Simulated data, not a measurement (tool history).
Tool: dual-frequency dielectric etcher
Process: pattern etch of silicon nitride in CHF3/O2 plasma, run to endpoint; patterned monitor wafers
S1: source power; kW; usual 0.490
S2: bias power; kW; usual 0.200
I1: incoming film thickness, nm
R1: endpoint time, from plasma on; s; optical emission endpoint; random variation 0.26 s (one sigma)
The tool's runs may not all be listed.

run	day	S1	S2	I1	R1
1	0.000	0.490	0.200	61.7	47.2
2	2.088	0.490	0.200	62.8	48.5
3	3.350	0.570	0.200	61.9	45.1
4	5.317	0.570	0.200	62.7	45.6
5	6.525	0.570	0.200	62.5	45.1
6	7.912	0.490	0.200	62.0	47.8
7	10.196	0.490	0.200	62.3	48.7
8	12.467	0.490	0.200	62.0	48.3
# day 14.679: bias power generator calibrated
9	14.700	0.570	0.186	62.9	46.7
10	16.321	0.570	0.186	62.3	47.5
# day 19.421: upper electrode replaced
11	19.442	0.560	0.222	62.3	44.6
12	21.475	0.540	0.158	62.0	50.4
# day 24.558: source power generator calibrated
13	24.579	0.600	0.200	62.4	45.7
# day 27.383: wet clean of the chamber
14	27.404	0.520	0.200	61.9	49.4
15	29.338	0.540	0.200	62.4	48.9
16	31.888	0.490	0.184	62.2	52.4
17	33.529	0.380	0.232	62.4	53.8
18	35.400	0.420	0.200	62.0	53.8
# day 36.542: wet clean of the chamber, repeated, since the last time left the tool worse
19	38.121	0.490	0.200	62.0	47.4
20	39.492	0.450	0.156	62.2	52.5
21	41.562	0.490	0.200	62.0	47.5
22	42.567	0.560	0.176	62.3	47.2

3 ways to go on from here, each from the tool as it stands after run 22. What would each give?
A	42.583	0.490	0.173	62.4	?
B	42.583	0.490	0.177	62.4	?
C	42.583	0.490	0.229	62.4	?

run	R1
A	49.7
B	49.4
C	45.7
Without the tool's hidden state the same runs would have given:
run	R1
A	49.5
B	49.2
C	45.5
